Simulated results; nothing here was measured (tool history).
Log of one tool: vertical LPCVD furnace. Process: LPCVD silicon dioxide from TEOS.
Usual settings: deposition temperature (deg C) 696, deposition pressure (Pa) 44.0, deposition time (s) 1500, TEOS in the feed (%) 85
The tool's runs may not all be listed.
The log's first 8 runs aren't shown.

run    hour  deposition temperature (deg C)  deposition pressure (Pa)  deposition time (s)  TEOS in the feed (%)  read-back reference wafer on the same gauge, thickness  film thickness on the monitor wafer in the middle of the boat (Å)
  9   596.5                             696                      44.0                 1500                    85                                                  197.91                                                             1917.3
 10   666.4                             696                      44.0                 1500                    85                                                  197.89                                                             1905.8
 11   718.9                             696                      44.0                 1500                    85                                                  198.01                                                             1926.0
 12   769.9                             696                      44.0                 1500                    85                                                  197.91                                                             1916.3
 13   811.1                             696                      44.0                 1500                    85                                                  198.01                                                             1909.4
      836.3  -- pressure gauge zeroed
 14   863.1                             696                      44.0                 1500                    85                                                  197.87                                                             1928.0
 15   933.6                             689                      44.0                 1500                    85                                                  197.95                                                             1635.3
 16   985.9                             692                      44.0                 1500                    69                                                  198.06                                                             1582.9
 17  1085.2                             696                      54.7                 1170                    85                                                  197.82                                                             1670.2
     1119.7  -- TEOS flow controller replaced
 18  1170.8                             703                      44.0                  990                    69                                                  197.93                                                             1351.7
 19  1266.5                             696                      44.0                 1500                    85                                                  197.88                                                             1925.8
     1302.3  -- gauge calibrated
 20  1317.4                             696                      44.0                 1500                    85                                                  197.98                                                             1934.0
 21  1416.9                             706                      38.0                 1500                    97                                                  198.06                                                             2406.9
 22  1460.9                             687                      36.0                 1890                    97                                                  198.09                                                             1894.4
 23  1561.2                             696                      44.0                 1500                    85                                                  197.81                                                             1935.0
 24  1638.8                             696                      49.3                 1500                    85                                                  197.91                                                             2039.9
 25  1708.1                             696                      38.0                 1500                    85                                                  197.84                                                             1802.5
     1794.2  -- thermocouples replaced and temperature profile calibrated
 26  2002.4                             696                      44.0                 1500                    85                                                  198.16                                                             1904.0
 27  2104.7                             696                      44.0                 1500                    85                                                  197.87                                                             1897.8
 28  2144.3                             696                      54.7                 1980                    85                                                  198.07                                                             2803.7
 29  2245.6                             696                      44.0                 1260                    75                                                  197.93                                                             1501.4
 30  2322.6                             696                      52.0                 1500                    97                                                  197.83                                                             2200.9
 31  2425.4                             696                      44.0                 1500                    85                                                  198.00                                                             1898.1

Forecast each of these 4 alternatives for the next run:
  A  2430.2                             696                      44.0                 1500                    85                                                       ?                                                                  ?
  B  2430.2                             686                      54.7                  960                    97                                                       ?                                                                  ?
  C  2430.2                             704                      44.0                 1500                    76                                                       ?                                                                  ?
  D  2430.2                             696                      44.0                 2070                    97                                                       ?                                                                  ?

run  read-back reference wafer on the same gauge, thickness  film thickness on the monitor wafer in the middle of the boat (Å)
  A                                                  197.97                                                             1906.6
  B                                                  197.97                                                             1146.4
  C                                                  197.97                                                             2171.4
  D                                                  197.97                                                             2810.7
Without the tool's hidden state the same runs would have given:
run  film thickness on the monitor wafer in the middle of the boat (Å)
  A                                                             1901.9
  B                                                             1143.5
  C                                                             2166.2
  D                                                             2803.7

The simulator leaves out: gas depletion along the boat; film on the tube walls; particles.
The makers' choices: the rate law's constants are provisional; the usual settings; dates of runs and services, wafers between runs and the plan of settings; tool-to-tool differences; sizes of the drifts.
